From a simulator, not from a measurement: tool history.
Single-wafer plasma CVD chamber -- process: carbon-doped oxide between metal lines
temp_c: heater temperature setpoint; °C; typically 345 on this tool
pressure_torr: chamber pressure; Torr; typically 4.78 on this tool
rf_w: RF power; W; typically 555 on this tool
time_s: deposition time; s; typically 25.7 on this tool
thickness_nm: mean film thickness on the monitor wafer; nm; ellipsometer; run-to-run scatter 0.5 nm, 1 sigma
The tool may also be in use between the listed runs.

| run | hour | temp_c | pressure_torr | rf_w | time_s | wafers since the last listed run | hours since the last thermocouple change | hours since the last RF generator calibration | hours since the last manometer calibration | hours since the showerhead was replaced | hours since the gauge calibration | read-back reference wafer on the same gauge, thickness_nm | thickness_nm |
|---|---|---|---|---|---|---|---|---|---|---|---|---|---|
| 1 | 0.0 | 345 | 4.78 | 525 | 25.7 | 0 | 2415.3 | 785.7 | 2019.6 | 4821.5 | 504.1 | 125.085 | 144.461 |
| 2 | 15.7 | 340 | 5.29 | 555 | 25.7 | 588 | 2431.0 | 801.4 | 2035.3 | 4837.2 | 519.8 | 125.174 | 150.169 |
| 3 | 29.1 | 345 | 4.78 | 555 | 25.7 | 502 | 2444.4 | 814.8 | 2048.7 | 4850.6 | 533.2 | 125.252 | 146.578 |
| 4 | 39.5 | 345 | 4.78 | 555 | 25.7 | 390 | 2454.8 | 825.2 | 2059.1 | 4861.0 | 543.6 | 124.942 | 146.631 |
| 5 | 46.1 | 345 | 4.78 | 555 | 25.7 | 247 | 2461.4 | 831.8 | 2065.7 | 4867.6 | 550.2 | 124.790 | 146.127 |
| 6 | 52.1 | 345 | 4.78 | 555 | 25.7 | 225 | 2467.4 | 837.8 | 2071.7 | 4873.6 | 556.2 | 124.911 | 146.225 |
|  | 63.3 | RF generator calibrated |
| 7 | 63.8 | 356 | 5.80 | 655 | 25.7 | 138 | 2479.1 | 0.5 | 2083.4 | 4885.3 | 567.9 | 124.968 | 156.619 |
| 8 | 76.6 | 350 | 5.17 | 555 | 28.2 | 480 | 2491.9 | 13.3 | 2096.2 | 4898.1 | 580.7 | 125.114 | 162.566 |
| 9 | 87.7 | 350 | 4.78 | 555 | 30.6 | 416 | 2503.0 | 24.4 | 2107.3 | 4909.2 | 591.8 | 125.096 | 175.601 |
| 10 | 95.8 | 345 | 4.78 | 555 | 25.7 | 303 | 2511.1 | 32.5 | 2115.4 | 4917.3 | 599.9 | 124.999 | 149.139 |
|  | 100.0 | gauge calibrated |
| 11 | 109.0 | 336 | 4.78 | 555 | 25.7 | 495 | 2524.3 | 45.7 | 2128.6 | 4930.5 | 9.0 | 125.115 | 152.730 |
|  | 132.8 | showerhead replaced |
| 12 | 133.3 | 331 | 3.84 | 470 | 25.7 | 611 | 2548.6 | 70.0 | 2152.9 | 0.5 | 33.3 | 124.973 | 144.550 |
| 13 | 142.1 | 345 | 4.78 | 555 | 25.7 | 330 | 2557.4 | 78.8 | 2161.7 | 9.3 | 42.1 | 125.121 | 149.384 |
| 14 | 158.4 | 345 | 4.78 | 555 | 25.7 | 611 | 2573.7 | 95.1 | 2178.0 | 25.6 | 58.4 | 125.217 | 149.427 |
| 15 | 169.7 | 345 | 4.78 | 470 | 25.7 | 423 | 2585.0 | 106.4 | 2189.3 | 36.9 | 69.7 | 124.980 | 141.296 |
| 16 | 184.9 | 358 | 4.34 | 555 | 25.7 | 570 | 2600.2 | 121.6 | 2204.5 | 52.1 | 84.9 | 124.840 | 142.758 |
| 17 | 192.3 | 345 | 4.78 | 555 | 25.7 | 277 | 2607.6 | 129.0 | 2211.9 | 59.5 | 92.3 | 124.883 | 148.056 |
| 18 | 198.6 | 345 | 4.78 | 555 | 20.8 | 236 | 2613.9 | 135.3 | 2218.2 | 65.8 | 98.6 | 125.237 | 120.847 |
|  | 208.4 | thermocouple changed; heater temperature recalibrated |
| 19 | 214.2 | 345 | 4.78 | 555 | 25.7 | 285 | 5.8 | 150.9 | 2233.8 | 81.4 | 114.2 | 124.979 | 149.362 |
|  | 235.6 | capacitance manometer re-zeroed and calibrated |
| 20 | 257.4 | 345 | 3.93 | 555 | 25.7 | 1320 | 49.0 | 194.1 | 21.8 | 124.6 | 157.4 | 124.743 | 146.684 |
| 21 | 309.0 | 345 | 4.78 | 640 | 21.2 | 1935 | 100.6 | 245.7 | 73.4 | 176.2 | 209.0 | 125.012 | 129.309 |
| 22 | 315.8 | 345 | 4.78 | 555 | 25.7 | 255 | 107.4 | 252.5 | 80.2 | 183.0 | 215.8 | 125.182 | 148.924 |
| 23 | 332.7 | 345 | 4.78 | 555 | 25.7 | 633 | 124.3 | 269.4 | 97.1 | 199.9 | 232.7 | 125.278 | 149.126 |
| 24 | 341.5 | 351 | 5.94 | 555 | 25.7 | 330 | 133.1 | 278.2 | 105.9 | 208.7 | 241.5 | 124.900 | 150.219 |
| 25 | 354.1 | 345 | 4.78 | 555 | 25.7 | 472 | 145.7 | 290.8 | 118.5 | 221.3 | 254.1 | 124.814 | 149.283 |
| 26 | 363.4 | 345 | 4.78 | 555 | 25.7 | 348 | 155.0 | 300.1 | 127.8 | 230.6 | 263.4 | 125.093 | 148.144 |
| 27 | 376.3 | 345 | 5.37 | 555 | 22.0 | 483 | 167.9 | 313.0 | 140.7 | 243.5 | 276.3 | 125.304 | 129.461 |
| 28 | 385.3 | 345 | 5.49 | 505 | 22.2 | 337 | 176.9 | 322.0 | 149.7 | 252.5 | 285.3 | 124.864 | 126.882 |

Branching from run 28: 4 alternative next runs. What would each branch give?
| A | 385.7 | 345 | 4.78 | 555 | 25.7 | 15 | 177.3 | 322.4 | 150.1 | 252.9 | 285.7 | ? | ? |
| B | 385.7 | 350 | 5.64 | 475 | 21.3 | 15 | 177.3 | 322.4 | 150.1 | 252.9 | 285.7 | ? | ? |
| C | 385.7 | 345 | 5.51 | 555 | 25.7 | 15 | 177.3 | 322.4 | 150.1 | 252.9 | 285.7 | ? | ? |
| D | 385.7 | 338 | 3.98 | 650 | 29.5 | 15 | 177.3 | 322.4 | 150.1 | 252.9 | 285.7 | ? | ? |

| run | read-back reference wafer on the same gauge, thickness_nm | thickness_nm |
|---|---|---|
| A | 124.722 | 148.349 |
| B | 124.722 | 118.117 |
| C | 124.722 | 150.598 |
| D | 124.722 | 179.016 |
With the hidden condition removed and each run's random variation left untouched, the same runs would have given:
| run | thickness_nm |
|---|---|
| A | 148.940 |
| B | 118.600 |
| C | 151.197 |
| D | 179.728 |
